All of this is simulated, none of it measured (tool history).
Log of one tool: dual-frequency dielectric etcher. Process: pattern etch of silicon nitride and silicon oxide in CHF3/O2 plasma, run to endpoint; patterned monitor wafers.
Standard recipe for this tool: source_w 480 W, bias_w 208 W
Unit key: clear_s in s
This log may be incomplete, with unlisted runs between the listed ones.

run    hour  source_w  bias_w  incoming incoming film thickness, nm  clear_s
  1     0.0       480     208                                 177.3    117.7
  2    51.8       480     208                                 177.9    118.9
  3   149.9       480     208                                 175.8    116.1
  4   234.7       480     208                                 176.9    114.0
  5   279.4       480     208                                 175.7    112.7
      338.8  -- wet clean of the chamber
  6   354.9       480     208                                 175.2    117.1
  7   431.2       480     208                                 176.0    116.8
  8   484.3       480     208                                 175.7    115.4
  9   585.3       480     208                                 176.7    115.3
 10   628.1       480     208                                 175.4    111.9
 11   686.6       480     208                                 177.5    114.1
      730.5  -- wet clean of the chamber
 12   737.2       480     208                                 175.7    117.1
      828.9  -- upper electrode replaced
 13   833.1       550     208                                 176.1    113.7
 14   890.8       550     208                                 176.4    113.3
 15   965.6       480     208                                 177.1    117.1
 16  1016.3       480     158                                 175.3    127.2
 17  1056.4       600     244                                 176.0    100.4
     1109.6  -- bias power generator calibrated
     1201.0  -- wet clean of the chamber
 18  1201.5       390     226                                 176.0    121.4
 19  1249.7       450     234                                 174.4    114.8
 20  1287.0       550     208                                 177.3    115.4
     1300.0  -- source power generator calibrated
 21  1387.3       400     184                                 175.4    127.5
 22  1445.8       570     208                                 173.6    109.9
 23  1551.3       420     208                                 176.1    119.0
     1611.1  -- wet clean of the chamber
 24  1645.6       600     244                                 176.9    105.8
 25  1695.7       380     225                                 174.5    120.3
 26  1883.8       400     170                                 178.0    132.4
 27  1921.0       590     249                                 176.7    101.8
 28  1969.4       480     208                                 175.5    114.5
     2072.5  -- wet clean of the chamber
 29  2073.0       480     185                                 177.0    127.0
 30  2124.8       380     192                                 176.0    129.4

How would selected steps in clear_s from run to run divide? Give the signed amount a tool lacking its hidden state would still show from settings, what came in and random variation, and the signed amount left for the hidden state, including any gauge scatter that is not in both of the compared results.
The tool's hidden condition here consists of: etch rate over this chamber's usual, %; source power that arrives over what is set, %; bias power that arrives over what is set, %.
Run 11 -> 12: wet clean of the chamber. clear_s +3.0 s: hidden state +5.0, all else -2.0.
Run 16 -> 17: source_w 480 -> 600, bias_w 158 -> 244. clear_s -26.8 s: hidden state +0.6, all else -27.4.
Run 17 -> 18: source_w 600 -> 390, bias_w 244 -> 226, bias power generator calibrated, wet clean of the chamber. clear_s +21.0 s: hidden state +5.1, all else +15.9.
Run 26 -> 27: source_w 400 -> 590, bias_w 170 -> 249. clear_s -30.6 s: hidden state +0.6, all else -31.2.
Run 28 -> 29: bias_w 208 -> 185, wet clean of the chamber. clear_s +12.5 s: hidden state +5.2, all else +7.3.
